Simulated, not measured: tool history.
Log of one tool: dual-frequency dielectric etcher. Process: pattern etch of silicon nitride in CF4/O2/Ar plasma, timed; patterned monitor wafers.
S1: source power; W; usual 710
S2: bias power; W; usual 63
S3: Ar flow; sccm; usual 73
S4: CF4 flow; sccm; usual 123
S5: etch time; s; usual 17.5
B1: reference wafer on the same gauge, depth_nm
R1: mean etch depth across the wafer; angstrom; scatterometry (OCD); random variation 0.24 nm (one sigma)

run	day	S1	S2	S3	S4	S5	B1	R1
1	0.000	710	63	73	123	17.5	39.2	462
2	0.317	770	63	73	123	17.5	39.2	498
3	1.062	770	63	73	123	17.5	39.2	501
4	1.567	770	63	73	123	17.5	39.2	498
# day 2.083: CF4 flow controller replaced
# day 2.996: upper electrode replaced
5	3.017	710	63	73	123	17.5	39.1	459
6	3.029	710	63	73	123	17.5	39.2	458
7	3.112	710	55	73	123	17.5	39.2	433
8	3.496	710	55	73	123	17.5	39.2	429
# day 3.688: source power generator calibrated
9	4.138	710	55	73	123	17.5	39.2	429
10	4.842	710	63	60	123	15.0	39.3	392
# day 4.850: gauge calibrated
11	5.292	710	63	73	123	17.5	39.2	452
12	5.917	640	63	73	123	17.5	39.2	409
# day 6.246: Ar flow controller replaced
13	6.362	710	63	73	123	17.5	39.2	451
# day 7.358: bias power generator calibrated
# day 8.929: wet clean of the chamber
14	8.950	710	63	85	123	22.0	39.2	591
15	8.967	710	63	60	123	15.0	39.2	407
16	9.362	800	63	79	123	17.5	39.2	525
17	10.088	710	63	73	151	17.5	39.2	478
18	10.454	710	63	73	146	21.5	39.2	582
19	10.796	710	63	73	134	17.5	39.2	470
20	11.208	710	63	67	123	17.5	39.2	468
21	11.904	850	63	73	123	15.0	39.2	480

The same runs without the tool's hidden state, with the same run-to-run variation:
The hidden state here: etch rate over this chamber's usual, %; source power that arrives over what is set, %; bias power that arrives over what is set, %; Ar flow that arrives over what is set, %; CF4 flow that arrives over what is set, %; gauge reads high (%).
run	R1
1	471
2	508
3	512
4	510
5	472
6	471
7	446
8	442
9	443
10	406
11	469
12	425
13	470
14	588
15	406
16	523
17	477
18	582
19	470
20	470
21	482

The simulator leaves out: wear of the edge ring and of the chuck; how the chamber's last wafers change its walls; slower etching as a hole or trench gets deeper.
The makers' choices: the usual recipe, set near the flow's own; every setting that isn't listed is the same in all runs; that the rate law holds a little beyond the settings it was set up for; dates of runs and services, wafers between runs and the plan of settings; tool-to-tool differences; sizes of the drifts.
